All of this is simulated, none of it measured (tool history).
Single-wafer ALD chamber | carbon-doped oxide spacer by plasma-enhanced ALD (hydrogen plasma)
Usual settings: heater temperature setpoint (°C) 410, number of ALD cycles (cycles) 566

run	day	heater temperature setpoint (°C)	number of ALD cycles (cycles)	wafers since the last listed run	hours since the last thermocouple change	hours since the gauge calibration	read-back reference wafer on the same gauge, thickness_nm	mean film thickness on the monitor wafer (angstrom)
1	0.000	410	604	0	995.0	313.7	31.204	298.24
2	1.125	410	566	25	1022.0	340.7	31.200	278.51
3	1.846	410	566	16	1039.3	358.0	31.202	278.98
4	3.292	410	566	32	1074.0	392.7	31.201	278.33
5	4.062	404	566	17	1092.5	411.2	31.205	283.27
6	5.108	404	566	23	1117.6	436.3	31.187	283.83
7	6.017	410	566	20	1139.4	458.1	31.201	278.84
8	7.183	410	566	26	1167.4	486.1	31.189	278.79
9	8.292	410	566	25	1194.0	512.7	31.191	278.08
10	9.562	406	613	28	1224.5	543.2	31.187	304.52
11	10.800	406	613	28	1254.2	572.9	31.203	304.59
12	11.833	410	620	23	1279.0	597.7	31.184	305.75
13	13.292	410	566	33	1314.0	632.7	31.170	278.37
14	14.267	410	566	22	1337.4	656.1	31.202	276.68
# day 15.375: thermocouple changed; heater temperature recalibrated
# day 15.388: gauge calibrated
15	15.396	410	566	18	0.5	0.2	31.208	283.21
16	15.975	410	566	13	14.4	14.1	31.209	284.67
17	17.283	410	566	29	45.8	45.5	31.189	283.22
18	18.162	410	566	19	66.9	66.6	31.206	283.69
19	19.125	420	566	21	90.0	89.7	31.210	275.34
20	19.679	415	609	12	103.3	103.0	31.231	299.54
21	21.000	410	566	29	135.0	134.7	31.186	282.79
22	21.792	417	478	17	154.0	153.7	31.197	233.70
23	22.754	405	489	21	177.1	176.8	31.211	246.89
24	23.383	422	494	14	192.2	191.9	31.215	239.31
25	24.712	416	566	30	224.1	223.8	31.220	277.29
26	26.054	410	566	30	256.3	256.0	31.215	282.24
27	26.896	417	464	19	276.5	276.2	31.210	226.75
28	27.617	410	566	16	293.8	293.5	31.200	281.26
29	29.088	421	470	33	329.1	328.8	31.203	226.52
30	29.854	415	645	17	347.5	347.2	31.204	315.41
31	30.604	410	598	16	365.5	365.2	31.192	297.47
32	31.192	404	566	13	379.6	379.3	31.182	287.15
33	31.950	410	566	17	397.8	397.5	31.200	281.53
34	32.725	410	566	17	416.4	416.1	31.206	281.90
35	33.429	410	623	15	433.3	433.0	31.196	308.48
36	34.792	404	641	30	466.0	465.7	31.198	321.97

The same runs without the tool's hidden state, with the same run-to-run variation:
The hidden state here: wafer temperature above the value expected at the setpoint (K); gauge reads high (%).
run	mean film thickness on the monitor wafer (angstrom)
1	303.37
2	283.34
3	283.83
4	283.22
5	288.18
6	288.78
7	283.81
8	283.79
9	283.09
10	309.97
11	310.07
12	311.33
13	283.48
14	281.78
15	283.00
16	284.59
17	283.43
18	284.08
19	275.92
20	300.28
21	283.72
22	234.60
23	247.95
24	240.48
25	278.83
26	283.97
27	228.27
28	283.20
29	228.28
30	317.93
31	299.91
32	289.53
33	283.98
34	284.44
35	311.34
36	325.05
